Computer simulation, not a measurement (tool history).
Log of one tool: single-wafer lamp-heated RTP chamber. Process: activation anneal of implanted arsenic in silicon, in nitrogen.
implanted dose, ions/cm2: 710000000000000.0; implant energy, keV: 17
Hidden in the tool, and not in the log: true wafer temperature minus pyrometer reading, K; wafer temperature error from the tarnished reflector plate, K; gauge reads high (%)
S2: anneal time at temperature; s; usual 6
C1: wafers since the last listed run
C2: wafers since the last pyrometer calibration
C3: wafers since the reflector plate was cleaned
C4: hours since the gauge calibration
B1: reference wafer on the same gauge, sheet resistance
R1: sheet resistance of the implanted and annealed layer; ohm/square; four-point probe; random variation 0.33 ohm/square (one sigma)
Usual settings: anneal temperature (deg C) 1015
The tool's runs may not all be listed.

{"run": 1, "hour": 0.0, "anneal temperature (deg C)": 1008, "S2": 6, "C1": 0, "C2": 4133, "C3": 1755, "C4": 63.4, "B1": 161.92, "R1": 172.21}
{"run": 2, "hour": 14.9, "anneal temperature (deg C)": 1030, "S2": 6, "C1": 185, "C2": 4318, "C3": 1941, "C4": 78.3, "B1": 161.98, "R1": 167.73}
{"run": 3, "hour": 49.8, "anneal temperature (deg C)": 1030, "S2": 6, "C1": 434, "C2": 4752, "C3": 2375, "C4": 113.2, "B1": 161.99, "R1": 167.58}
{"run": 4, "hour": 63.4, "anneal temperature (deg C)": 1030, "S2": 6, "C1": 169, "C2": 4921, "C3": 2544, "C4": 126.8, "B1": 162.05, "R1": 167.1}
{"run": 5, "hour": 78.0, "anneal temperature (deg C)": 1015, "S2": 6, "C1": 181, "C2": 5103, "C3": 2726, "C4": 141.4, "B1": 162.09, "R1": 170.44}
{"run": 6, "hour": 135.9, "anneal temperature (deg C)": 1015, "S2": 6, "C1": 720, "C2": 5824, "C3": 3446, "C4": 199.3, "B1": 161.99, "R1": 169.73}
{"hour": 151.0, "done": "gauge calibrated"}
{"run": 7, "hour": 169.9, "anneal temperature (deg C)": 1015, "S2": 6, "C1": 423, "C2": 6247, "C3": 3869, "C4": 18.9, "B1": 161.89, "R1": 169.91}
{"run": 8, "hour": 201.6, "anneal temperature (deg C)": 1003, "S2": 7, "C1": 394, "C2": 6641, "C3": 4264, "C4": 50.6, "B1": 162.1, "R1": 171.34}
{"run": 9, "hour": 234.0, "anneal temperature (deg C)": 986, "S2": 9, "C1": 403, "C2": 7044, "C3": 4667, "C4": 83.0, "B1": 161.98, "R1": 173.02}
{"hour": 265.3, "done": "pyrometer window cleaned and pyrometer calibrated"}
{"hour": 270.2, "done": "reflector plate cleaned"}
{"run": 10, "hour": 270.7, "anneal temperature (deg C)": 1015, "S2": 6, "C1": 297, "C2": 6, "C3": 6, "C4": 119.7, "B1": 161.99, "R1": 172.35}
{"run": 11, "hour": 289.9, "anneal temperature (deg C)": 1015, "S2": 6, "C1": 238, "C2": 245, "C3": 245, "C4": 138.9, "B1": 161.99, "R1": 172.24}
{"run": 12, "hour": 322.9, "anneal temperature (deg C)": 989, "S2": 8, "C1": 410, "C2": 656, "C3": 656, "C4": 171.9, "B1": 162.03, "R1": 175.5}
{"run": 13, "hour": 339.6, "anneal temperature (deg C)": 994, "S2": 8, "C1": 207, "C2": 864, "C3": 864, "C4": 188.6, "B1": 162.04, "R1": 173.63}
{"run": 14, "hour": 357.3, "anneal temperature (deg C)": 998, "S2": 6, "C1": 220, "C2": 1084, "C3": 1084, "C4": 206.3, "B1": 161.96, "R1": 175.62}

Forecast each of these 3 alternatives for the next run:
{"run": "A", "hour": 357.7, "anneal temperature (deg C)": 1015, "S2": 6, "C1": 4, "C2": 1089, "C3": 1089, "C4": 206.7, "B1": "?", "R1": "?"}
{"run": "B", "hour": 357.7, "anneal temperature (deg C)": 1028, "S2": 8, "C1": 4, "C2": 1089, "C3": 1089, "C4": 206.7, "B1": "?", "R1": "?"}
{"run": "C", "hour": 357.7, "anneal temperature (deg C)": 1028, "S2": 6, "C1": 4, "C2": 1089, "C3": 1089, "C4": 206.7, "B1": "?", "R1": "?"}

run=A B1=162.05 R1=171.68
run=B B1=162.05 R1=166.45
run=C B1=162.05 R1=168.91
Without the tool's hidden state the same runs would have given:
run=A R1=172.25
run=B R1=167.04
run=C R1=169.48

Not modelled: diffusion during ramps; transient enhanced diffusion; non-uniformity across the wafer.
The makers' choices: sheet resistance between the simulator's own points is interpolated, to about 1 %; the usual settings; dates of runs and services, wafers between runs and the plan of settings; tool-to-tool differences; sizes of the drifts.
